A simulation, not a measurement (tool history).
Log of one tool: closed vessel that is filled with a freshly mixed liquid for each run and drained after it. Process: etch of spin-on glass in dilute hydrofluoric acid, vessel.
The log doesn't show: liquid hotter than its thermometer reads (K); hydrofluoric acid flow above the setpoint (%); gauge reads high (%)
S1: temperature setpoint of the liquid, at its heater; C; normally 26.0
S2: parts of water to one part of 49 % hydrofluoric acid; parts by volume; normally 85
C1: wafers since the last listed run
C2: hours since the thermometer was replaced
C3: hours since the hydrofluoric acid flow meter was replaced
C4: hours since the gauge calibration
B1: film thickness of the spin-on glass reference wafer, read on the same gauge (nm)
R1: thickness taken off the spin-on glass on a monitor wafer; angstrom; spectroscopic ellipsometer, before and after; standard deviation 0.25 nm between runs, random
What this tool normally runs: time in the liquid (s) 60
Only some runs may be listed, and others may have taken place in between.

Run 1, hour 0.0: usual settings; C1 0; C2 2037.4; C3 418.6; C4 293.2; B1 150.01. Result: R1 563.7 angstrom.
Run 2, hour 27.6: usual settings; C1 3254; C2 2065.0; C3 446.2; C4 320.8; B1 150.03. Result: R1 567.8 angstrom.
Run 3, hour 59.2: usual settings; C1 3726; C2 2096.6; C3 477.8; C4 352.4; B1 149.97. Result: R1 567.3 angstrom.
Run 4, hour 76.9: usual settings but time in the liquid (s) 50; C1 2087; C2 2114.3; C3 495.5; C4 370.1; B1 150.00. Result: R1 476.7 angstrom.
Run 5, hour 106.2: usual settings but S1 22.5 C; C1 3454; C2 2143.6; C3 524.8; C4 399.4; B1 149.97. Result: R1 490.9 angstrom.
Run 6, hour 126.8: usual settings but S1 22.5 C; C1 2429; C2 2164.2; C3 545.4; C4 420.0; B1 149.98. Result: R1 497.9 angstrom.
Run 7, hour 149.8: usual settings but S1 22.5 C; C1 2711; C2 2187.2; C3 568.4; C4 443.0; B1 150.02. Result: R1 498.7 angstrom.
Run 8, hour 169.8: usual settings; C1 2358; C2 2207.2; C3 588.4; C4 463.0; B1 149.99. Result: R1 571.5 angstrom.
Run 9, hour 195.2: usual settings; C1 2994; C2 2232.6; C3 613.8; C4 488.4; B1 150.03. Result: R1 577.8 angstrom.
Run 10, hour 289.4: usual settings; C1 11107; C2 2326.8; C3 708.0; C4 582.6; B1 150.01. Result: R1 572.9 angstrom.
Run 11, hour 312.1: usual settings but time in the liquid (s) 90; C1 2676; C2 2349.5; C3 730.7; C4 605.3; B1 150.01. Result: R1 863.9 angstrom.
At hour 357.1: thermometer replaced.
Run 12, hour 374.6: usual settings but time in the liquid (s) 90; C1 7251; C2 17.5; C3 793.2; C4 667.8; B1 149.99. Result: R1 819.5 angstrom.
Run 13, hour 397.6: usual settings but time in the liquid (s) 90; C1 2711; C2 40.5; C3 816.2; C4 690.8; B1 150.04. Result: R1 817.8 angstrom.
Run 14, hour 410.6: usual settings; C1 1532; C2 53.5; C3 829.2; C4 703.8; B1 149.95. Result: R1 544.7 angstrom.
Run 15, hour 428.1: usual settings; C1 2063; C2 71.0; C3 846.7; C4 721.3; B1 150.00. Result: R1 545.2 angstrom.
Run 16, hour 459.2: usual settings; C1 3667; C2 102.1; C3 877.8; C4 752.4; B1 149.99. Result: R1 551.2 angstrom.
Run 17, hour 475.1: usual settings but S2 50 parts by volume, time in the liquid (s) 70; C1 1874; C2 118.0; C3 893.7; C4 768.3; B1 149.97. Result: R1 1121.4 angstrom.
Run 18, hour 496.9: usual settings but S1 30.5 C, S2 55 parts by volume, time in the liquid (s) 50; C1 2570; C2 139.8; C3 915.5; C4 790.1; B1 150.03. Result: R1 874.8 angstrom.
At hour 498.8: hydrofluoric acid flow meter replaced.
Run 19, hour 523.7: usual settings; C1 3042; C2 166.6; C3 24.9; C4 816.9; B1 149.97. Result: R1 530.4 angstrom.
Run 20, hour 553.3: usual settings but S1 29.0 C, time in the liquid (s) 95; C1 3490; C2 196.2; C3 54.5; C4 846.5; B1 149.98. Result: R1 944.6 angstrom.
Run 21, hour 577.3: usual settings; C1 2829; C2 220.2; C3 78.5; C4 870.5; B1 149.99. Result: R1 532.5 angstrom.
Run 22, hour 603.5: usual settings; C1 3089; C2 246.4; C3 104.7; C4 896.7; B1 150.00. Result: R1 530.6 angstrom.
Run 23, hour 619.6: usual settings but S1 21.0 C, time in the liquid (s) 50; C1 1898; C2 262.5; C3 120.8; C4 912.8; B1 150.03. Result: R1 360.4 angstrom.
Run 24, hour 645.5: usual settings but S1 28.0 C, time in the liquid (s) 95; C1 3053; C2 288.4; C3 146.7; C4 938.7; B1 149.97. Result: R1 913.7 angstrom.
Run 25, hour 672.1: usual settings; C1 3136; C2 315.0; C3 173.3; C4 965.3; B1 150.00. Result: R1 539.9 angstrom.
At hour 694.0: gauge calibrated.
Run 26, hour 698.5: usual settings but time in the liquid (s) 70; C1 3112; C2 341.4; C3 199.7; C4 4.5; B1 149.98. Result: R1 625.9 angstrom.
Run 27, hour 714.7: usual settings but S1 21.0 C, S2 110 parts by volume, time in the liquid (s) 50; C1 1910; C2 357.6; C3 215.9; C4 20.7; B1 150.01. Result: R1 275.1 angstrom.
Run 28, hour 729.1: usual settings but S1 29.0 C, time in the liquid (s) 45; C1 1697; C2 372.0; C3 230.3; C4 35.1; B1 149.99. Result: R1 453.5 angstrom.
Run 29, hour 764.2: usual settings but S1 30.5 C, S2 70 parts by volume, time in the liquid (s) 30; C1 4138; C2 407.1; C3 265.4; C4 70.2; B1 150.00. Result: R1 397.0 angstrom.
Run 30, hour 799.7: usual settings but S1 22.5 C, S2 120 parts by volume, time in the liquid (s) 30; C1 4185; C2 442.6; C3 300.9; C4 105.7; B1 150.00. Result: R1 158.9 angstrom.
Run 31, hour 832.6: usual settings; C1 3879; C2 475.5; C3 333.8; C4 138.6; B1 150.01. Result: R1 544.4 angstrom.
Run 32, hour 857.3: usual settings but S1 24.0 C, S2 100 parts by volume, time in the liquid (s) 40; C1 2912; C2 500.2; C3 358.5; C4 163.3; B1 149.99. Result: R1 278.0 angstrom.
Run 33, hour 886.2: usual settings; C1 3407; C2 529.1; C3 387.4; C4 192.2; B1 150.02. Result: R1 546.7 angstrom.

Here are 4 independent what-if runs from the current tool condition. What would each one return?
Run A, hour 886.9: usual settings; C1 82; C2 529.8; C3 388.1; C4 192.9; B1 ?. Result: R1 ?.
Run B, hour 886.9: usual settings but S2 125 parts by volume; C1 82; C2 529.8; C3 388.1; C4 192.9; B1 ?. Result: R1 ?.
Run C, hour 886.9: usual settings but S1 30.5 C; C1 82; C2 529.8; C3 388.1; C4 192.9; B1 ?. Result: R1 ?.
Run D, hour 886.9: usual settings but S1 27.5 C; C1 82; C2 529.8; C3 388.1; C4 192.9; B1 ?. Result: R1 ?.

run      B1     R1
  A  150.01  541.9
  B  150.01  350.2
  C  150.01  644.4
  D  150.01  574.6
Take away the tool's hidden state, keep each run's random variation, and the runs would have read:
run     R1
  A  523.7
  B  338.3
  C  623.0
  D  555.3
